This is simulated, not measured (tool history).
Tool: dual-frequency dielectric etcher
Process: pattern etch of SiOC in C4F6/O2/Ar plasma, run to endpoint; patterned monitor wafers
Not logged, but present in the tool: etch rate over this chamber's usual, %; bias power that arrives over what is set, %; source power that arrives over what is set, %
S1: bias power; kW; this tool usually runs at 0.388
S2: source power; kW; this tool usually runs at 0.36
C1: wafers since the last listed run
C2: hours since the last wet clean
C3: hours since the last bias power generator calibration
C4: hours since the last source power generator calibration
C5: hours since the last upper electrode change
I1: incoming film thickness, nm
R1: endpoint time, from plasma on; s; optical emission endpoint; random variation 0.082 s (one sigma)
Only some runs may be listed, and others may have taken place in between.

run	hour	S1	S2	C1	C2	C3	C4	C5	I1	R1
1	0	0.388	0.38	0	107.4	1460	3239.3	2103.1	38.03	13.9
2	25.9	0.388	0.38	341	133.3	1485.9	3265.2	2129	37.85	14
3	53.6	0.388	0.36	365	161	1513.6	3292.9	2156.7	38.04	14.2
# hour 92.5: source power generator calibrated
4	142.8	0.388	0.36	1123	250.2	1602.8	50.3	2245.9	37.52	14
5	174.1	0.388	0.36	412	281.5	1634.1	81.6	2277.2	37.92	14.1
6	195.9	0.342	0.36	287	303.3	1655.9	103.4	2299	38.58	15
7	217.2	0.342	0.36	280	324.6	1677.2	124.7	2320.3	37.89	14.8
8	237.7	0.388	0.36	270	345.1	1697.7	145.2	2340.8	38.21	14.3
9	259.3	0.388	0.36	284	366.7	1719.3	166.8	2362.4	37.87	14.1
10	288.9	0.388	0.36	390	396.3	1748.9	196.4	2392	38.17	14.2
11	307.9	0.388	0.36	250	415.3	1767.9	215.4	2411	38.19	14.3
# hour 350: wet clean of the chamber
12	350.5	0.462	0.31	245	0.5	1810.5	258	2453.6	37.99	13.7
13	369.4	0.454	0.29	249	19.4	1829.4	276.9	2472.5	37.73	13.9
# hour 407.9: upper electrode replaced
14	408.4	0.463	0.41	197	58.4	1868.4	315.9	0.5	37.91	12.9
15	408.7	0.335	0.36	3	58.7	1868.7	316.2	0.8	38.16	15.1
16	433.2	0.33	0.39	323	83.2	1893.2	340.7	25.3	37.77	14.8
17	464.3	0.306	0.29	410	114.3	1924.3	371.8	56.4	37.68	16
18	491.2	0.388	0.36	354	141.2	1951.2	398.7	83.3	37.8	14
19	506.1	0.441	0.3	196	156.1	1966.1	413.6	98.2	38.68	14.3
20	536.5	0.438	0.27	400	186.5	1996.5	444	128.6	37.98	14.3
21	555.1	0.349	0.28	245	205.1	2015.1	462.6	147.2	38.17	15.6
22	584.8	0.46	0.27	391	234.8	2044.8	492.3	176.9	37.58	13.9
23	614.3	0.351	0.38	389	264.3	2074.3	521.8	206.4	38.3	14.6
# hour 627.5: bias power generator calibrated
24	641.6	0.438	0.33	307	291.6	14.1	549.1	233.7	37.98	13.7
25	662.2	0.457	0.41	271	312.2	34.7	569.7	254.3	37.77	12.8
26	688.4	0.362	0.39	345	338.4	60.9	595.9	280.5	37.78	14.3
27	706.7	0.388	0.36	241	356.7	79.2	614.2	298.8	38.38	14.3
28	733	0.35	0.42	346	383	105.5	640.5	325.1	37.95	14.2
29	749.7	0.388	0.36	220	399.7	122.2	657.2	341.8	38.35	14.3
# hour 797.5: wet clean of the chamber
30	798	0.355	0.36	320	0.5	170.5	705.5	390.1	38.32	14.7
31	810	0.388	0.36	158	12.5	182.5	717.5	402.1	38.08	14.2
32	831.6	0.472	0.39	284	34.1	204.1	739.1	423.7	38.29	13
33	847.6	0.388	0.36	211	50.1	220.1	755.1	439.7	38.01	14.2
34	882.2	0.388	0.31	456	84.7	254.7	789.7	474.3	38.57	14.8

Run-by-run hidden state of the tool:
etch rate over this chamber's usual, %: 0 on each run
bias power that arrives over what is set, %: 0 on each run
source power that arrives over what is set, %: 0 on each run
